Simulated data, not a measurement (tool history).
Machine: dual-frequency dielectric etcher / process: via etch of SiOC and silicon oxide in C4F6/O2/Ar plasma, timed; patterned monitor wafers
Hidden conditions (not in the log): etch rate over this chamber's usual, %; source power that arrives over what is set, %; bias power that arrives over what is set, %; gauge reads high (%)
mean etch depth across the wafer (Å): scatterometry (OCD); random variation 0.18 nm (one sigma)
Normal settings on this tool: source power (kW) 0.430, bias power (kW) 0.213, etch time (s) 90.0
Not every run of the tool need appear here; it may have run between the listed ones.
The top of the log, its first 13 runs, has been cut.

run,hour,source power (kW),bias power (kW),etch time (s),wafers since the last listed run,hours since the last wet clean,hours since the last source power generator calibration,hours since the last bias power generator calibration,hours since the last upper electrode change,hours since the gauge calibration,"read-back reference wafer on the same gauge, depth_nm",mean etch depth across the wafer (Å)
14,176.6,0.430,0.213,90.0,79,56.4,3801.7,9.1,119.8,444.2,102,1182
15,192.6,0.500,0.239,100.0,161,72.4,3817.7,25.1,135.8,460.2,102,1408
# hour 200.4: source power generator calibrated
16,203.5,0.430,0.213,90.0,69,83.3,3.1,36.0,146.7,471.1,102,1181
17,211.4,0.430,0.213,90.0,79,91.2,11.0,43.9,154.6,479.0,102,1178
18,218.1,0.510,0.246,108.0,67,97.9,17.7,50.6,161.3,485.7,102,1541
19,230.8,0.390,0.177,90.0,127,110.6,30.4,63.3,174.0,498.4,102,1097
20,239.8,0.430,0.213,90.0,90,119.6,39.4,72.3,183.0,507.4,102,1175
21,251.4,0.390,0.213,69.5,116,131.2,51.0,83.9,194.6,519.0,102,889
# hour 253.8: gauge calibrated
22,263.0,0.510,0.168,90.0,116,142.8,62.6,95.5,206.2,9.2,102,1161
23,277.3,0.490,0.213,90.0,143,157.1,76.9,109.8,220.5,23.5,102,1219
24,294.8,0.430,0.213,90.0,176,174.6,94.4,127.3,238.0,41.0,102,1180
25,308.6,0.430,0.213,81.0,138,188.4,108.2,141.1,251.8,54.8,102,1058
26,315.7,0.430,0.213,113.0,71,195.5,115.3,148.2,258.9,61.9,102,1479
27,325.0,0.500,0.191,97.0,93,204.8,124.6,157.5,268.2,71.2,102,1285
28,338.6,0.430,0.213,90.0,136,218.4,138.2,171.1,281.8,84.8,102,1174
29,350.1,0.470,0.259,105.5,115,229.9,149.7,182.6,293.3,96.3,102,1490

Run 30 has not been measured yet. What should we expect?
30,364.1,0.330,0.213,79.0,140,243.9,163.7,196.6,307.3,110.3,?,?

{"run 30": {"read-back reference wafer on the same gauge, depth_nm": 102, "mean etch depth across the wafer (Å)": 970}}
Without the tool's hidden state the same run would have given mean etch depth across the wafer (Å) 976.
